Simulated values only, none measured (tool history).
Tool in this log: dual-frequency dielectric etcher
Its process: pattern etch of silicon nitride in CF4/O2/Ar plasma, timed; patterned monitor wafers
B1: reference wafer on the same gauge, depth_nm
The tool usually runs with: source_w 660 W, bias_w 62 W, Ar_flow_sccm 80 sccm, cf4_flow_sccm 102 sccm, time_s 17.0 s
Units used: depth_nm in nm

Run 1, hour 0.0: usual settings; B1 48.12. Result: depth_nm 48.68 nm.
Run 2, hour 33.9: usual settings; B1 48.18. Result: depth_nm 49.24 nm.
At hour 96.4: wet clean of the chamber.
Run 3, hour 96.9: usual settings; B1 48.16. Result: depth_nm 51.80 nm.
Run 4, hour 128.4: usual settings; B1 48.20. Result: depth_nm 51.11 nm.
Run 5, hour 169.6: usual settings; B1 48.18. Result: depth_nm 50.84 nm.
At hour 291.9: Ar flow controller replaced.
Run 6, hour 294.2: usual settings but bias_w 54 W, Ar_flow_sccm 74 sccm; B1 48.13. Result: depth_nm 49.59 nm.
At hour 317.7: gauge calibrated.
Run 7, hour 360.2: usual settings but time_s 13.5 s; B1 48.15. Result: depth_nm 40.48 nm.
Run 8, hour 398.2: usual settings but source_w 780 W; B1 48.27. Result: depth_nm 60.13 nm.
Run 9, hour 431.8: usual settings but source_w 770 W, time_s 21.5 s; B1 48.29. Result: depth_nm 75.02 nm.
Run 10, hour 533.9: usual settings; B1 48.23. Result: depth_nm 50.60 nm.
At hour 590.9: upper electrode replaced.
At hour 673.9: source power generator calibrated.
Run 11, hour 715.8: usual settings but source_w 540 W, bias_w 67 W, cf4_flow_sccm 113 sccm, time_s 22.0 s; B1 48.12. Result: depth_nm 52.06 nm.
Run 12, hour 763.8: usual settings but Ar_flow_sccm 87 sccm, cf4_flow_sccm 116 sccm; B1 48.15. Result: depth_nm 47.78 nm.
At hour 806.9: bias power generator calibrated.
At hour 830.5: wet clean of the chamber.
Run 13, hour 831.0: usual settings but bias_w 72 W, Ar_flow_sccm 70 sccm, time_s 12.0 s; B1 48.20. Result: depth_nm 38.17 nm.
Run 14, hour 888.2: usual settings but cf4_flow_sccm 124 sccm, time_s 15.0 s; B1 48.25. Result: depth_nm 45.04 nm.
Run 15, hour 951.7: usual settings; B1 48.21. Result: depth_nm 49.91 nm.
Run 16, hour 1008.5: usual settings; B1 48.16. Result: depth_nm 49.84 nm.
Run 17, hour 1041.3: usual settings but bias_w 54 W, cf4_flow_sccm 120 sccm; B1 48.21. Result: depth_nm 49.04 nm.
Run 18, hour 1109.5: usual settings but source_w 740 W, Ar_flow_sccm 93 sccm, cf4_flow_sccm 120 sccm; B1 48.11. Result: depth_nm 55.32 nm.
Run 19, hour 1177.6: usual settings but Ar_flow_sccm 89 sccm; B1 48.16. Result: depth_nm 48.82 nm.
Run 20, hour 1207.6: usual settings; B1 48.15. Result: depth_nm 49.72 nm.

For some of the steps in depth_nm from one run to the next: how much would appear even if the tool had no hidden state, given the settings, what came in and random variation, and how much remains for the hidden state plus any gauge scatter that the measured result and the result without hidden state don't share?
The hidden state here: etch rate over this chamber's usual, %; source power that arrives over what is set, %; bias power that arrives over what is set, %; Ar flow that arrives over what is set, %; CF4 flow that arrives over what is set, %; gauge reads high (%).
Run 2 -> 3: wet clean of the chamber. depth_nm +2.56 nm: hidden state +2.64, all else -0.08.
Run 7 -> 8: source_w 660 -> 780, time_s 13.5 -> 17.0. depth_nm +19.65 nm: hidden state +0.29, all else +19.36.
Run 9 -> 10: source_w 770 -> 660, time_s 21.5 -> 17.0. depth_nm -24.42 nm: hidden state -0.63, all else -23.79.
Run 10 -> 11: source_w 660 -> 540, bias_w 62 -> 67, cf4_flow_sccm 102 -> 113, time_s 17.0 -> 22.0, upper electrode replaced, source power generator calibrated. depth_nm +1.46 nm: hidden state -2.32, all else +3.78.

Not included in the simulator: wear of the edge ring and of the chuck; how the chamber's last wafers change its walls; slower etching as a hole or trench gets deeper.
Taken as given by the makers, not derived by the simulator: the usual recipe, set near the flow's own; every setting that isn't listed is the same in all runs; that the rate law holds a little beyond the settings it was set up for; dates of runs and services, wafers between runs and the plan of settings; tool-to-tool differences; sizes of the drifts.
